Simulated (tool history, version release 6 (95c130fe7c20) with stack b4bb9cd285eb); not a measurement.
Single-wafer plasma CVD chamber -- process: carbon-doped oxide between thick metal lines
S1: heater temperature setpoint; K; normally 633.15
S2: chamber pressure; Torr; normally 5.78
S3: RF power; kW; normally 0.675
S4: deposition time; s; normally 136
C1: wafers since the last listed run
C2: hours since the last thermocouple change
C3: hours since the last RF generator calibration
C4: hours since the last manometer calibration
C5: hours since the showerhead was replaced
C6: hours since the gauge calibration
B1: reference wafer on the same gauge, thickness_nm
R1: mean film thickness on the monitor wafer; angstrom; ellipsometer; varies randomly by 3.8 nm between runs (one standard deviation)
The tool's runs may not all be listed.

| run | hour | S1 | S2 | S3 | S4 | C1 | C2 | C3 | C4 | C5 | C6 | B1 | R1 |
|---|---|---|---|---|---|---|---|---|---|---|---|---|---|
| 1 | 0 | 633.15 | 6.68 | 0.675 | 136 | 0 | 2115.7 | 787.5 | 1769.6 | 7174.7 | 1941.1 | 660.638 | 7625.12 |
| 2 | 45.5 | 633.15 | 6.68 | 0.675 | 136 | 319 | 2161.2 | 833 | 1815.1 | 7220.2 | 1986.6 | 661.736 | 7542.19 |
| 3 | 98.6 | 644.15 | 6.44 | 0.675 | 136 | 372 | 2214.3 | 886.1 | 1868.2 | 7273.3 | 2039.7 | 660.32 | 7306.17 |
| 4 | 148.7 | 644.15 | 6.44 | 0.675 | 136 | 351 | 2264.4 | 936.2 | 1918.3 | 7323.4 | 2089.8 | 660.809 | 7376.25 |
| 5 | 199.8 | 633.15 | 5.78 | 0.675 | 136 | 358 | 2315.5 | 987.3 | 1969.4 | 7374.5 | 2140.9 | 660.469 | 7487.62 |
| 6 | 226 | 633.15 | 5.78 | 0.675 | 136 | 183 | 2341.7 | 1013.5 | 1995.6 | 7400.7 | 2167.1 | 660.817 | 7361.37 |
|  | 231.7 | gauge calibrated |
| 7 | 281.7 | 633.15 | 5.78 | 0.675 | 136 | 390 | 2397.4 | 1069.2 | 2051.3 | 7456.4 | 50 | 661.396 | 7444.1 |
|  | 333.4 | showerhead replaced, of another model than before |
| 8 | 343.9 | 627.15 | 5.78 | 0.675 | 136 | 380 | 2459.6 | 1131.4 | 2113.5 | 10.5 | 112.2 | 660.794 | 7331.58 |
| 9 | 368.9 | 633.15 | 5.78 | 0.675 | 136 | 175 | 2484.6 | 1156.4 | 2138.5 | 35.5 | 137.2 | 660.762 | 7150.94 |
| 10 | 396.4 | 646.15 | 5.78 | 0.675 | 136 | 192 | 2512.1 | 1183.9 | 2166 | 63 | 164.7 | 660.287 | 6996.12 |
| 11 | 433.9 | 633.15 | 6.69 | 0.725 | 126 | 263 | 2549.6 | 1221.4 | 2203.5 | 100.5 | 202.2 | 661.586 | 7213.21 |
|  | 444.2 | RF generator calibrated |
|  | 484.4 | capacitance manometer re-zeroed and calibrated |
| 12 | 491.7 | 633.15 | 5.78 | 0.675 | 136 | 293 | 2607.4 | 47.5 | 7.3 | 158.3 | 260 | 661.198 | 7611.61 |
| 13 | 522.1 | 633.15 | 5.78 | 0.675 | 136 | 213 | 2637.8 | 77.9 | 37.7 | 188.7 | 290.4 | 659.276 | 7504.23 |
| 14 | 563 | 641.15 | 5.78 | 0.675 | 136 | 286 | 2678.7 | 118.8 | 78.6 | 229.6 | 331.3 | 659.276 | 7376.98 |
| 15 | 587.1 | 645.15 | 5.78 | 0.78 | 136 | 169 | 2702.8 | 142.9 | 102.7 | 253.7 | 355.4 | 660.236 | 7993.06 |
| 16 | 655.1 | 633.15 | 5.78 | 0.675 | 136 | 477 | 2770.8 | 210.9 | 170.7 | 321.7 | 423.4 | 662.259 | 7451.63 |
| 17 | 721.5 | 647.15 | 7.17 | 0.545 | 117 | 465 | 2837.2 | 277.3 | 237.1 | 388.1 | 489.8 | 660.094 | 5476.06 |
|  | 731.1 | thermocouple changed; heater temperature recalibrated |
| 18 | 749.8 | 633.15 | 7.15 | 0.675 | 127 | 142 | 18.7 | 305.6 | 265.4 | 416.4 | 518.1 | 661.165 | 7230.51 |
| 19 | 811.9 | 633.15 | 5.78 | 0.675 | 136 | 435 | 80.8 | 367.7 | 327.5 | 478.5 | 580.2 | 661.604 | 7349.57 |
| 20 | 856.4 | 619.15 | 5.78 | 0.675 | 136 | 312 | 125.3 | 412.2 | 372 | 523 | 624.7 | 661.236 | 7652.11 |
| 21 | 882.1 | 620.15 | 5.78 | 0.675 | 136 | 180 | 151 | 437.9 | 397.7 | 548.7 | 650.4 | 660.879 | 7631.48 |
| 22 | 924.6 | 633.15 | 4.82 | 0.675 | 136 | 298 | 193.5 | 480.4 | 440.2 | 591.2 | 692.9 | 661.648 | 6841.88 |
| 23 | 1130.2 | 633.15 | 7.07 | 0.675 | 155 | 1442 | 399.1 | 686 | 645.8 | 796.8 | 898.5 | 660.2 | 8624.17 |
| 24 | 1187.8 | 633.15 | 5.78 | 0.715 | 118 | 404 | 456.7 | 743.6 | 703.4 | 854.4 | 956.1 | 661.831 | 6588.31 |
| 25 | 1222.9 | 633.15 | 5.78 | 0.675 | 151 | 246 | 491.8 | 778.7 | 738.5 | 889.5 | 991.2 | 660.43 | 7985.75 |
| 26 | 1279.2 | 642.15 | 6.67 | 0.545 | 120 | 395 | 548.1 | 835 | 794.8 | 945.8 | 1047.5 | 662.439 | 5502.44 |
| 27 | 1320.9 | 633.15 | 6.68 | 0.675 | 136 | 292 | 589.8 | 876.7 | 836.5 | 987.5 | 1089.2 | 660.483 | 7475.56 |
| 28 | 1365.3 | 621.15 | 6.3 | 0.76 | 122 | 311 | 634.2 | 921.1 | 880.9 | 1031.9 | 1133.6 | 661.679 | 7376.13 |

What differs in the tool's unlogged condition from the final listed run ahead of each entry between runs to the first listed run following it?
Logged between run 6 and run 7: gauge calibrated (hour 231.7)
  delivered RF power above the setpoint (%): -7.55 -> -7.66
  difference, measured minus the result without the unlogged condition, R1: -218.83 -> -224.79 angstrom
Logged between run 7 and run 8: showerhead replaced, of another model than before (hour 333.4)
  delivered RF power above the setpoint (%): -7.66 -> -7.77
  difference, measured minus the result without the unlogged condition, R1: -224.79 -> -416.1 angstrom
Logged between run 11 and run 12: RF generator calibrated (hour 444.2); capacitance manometer re-zeroed and calibrated (hour 484.4)
  delivered RF power above the setpoint (%): -7.91 -> -1.25
  difference, measured minus the result without the unlogged condition, R1: -409.8 -> -64.36 angstrom
Logged between run 17 and run 18: thermocouple changed; heater temperature recalibrated (hour 731.1)
  delivered RF power above the setpoint (%): -4.15 -> -4.42
  difference, measured minus the result without the unlogged condition, R1: -167.32 -> -223.7 angstrom
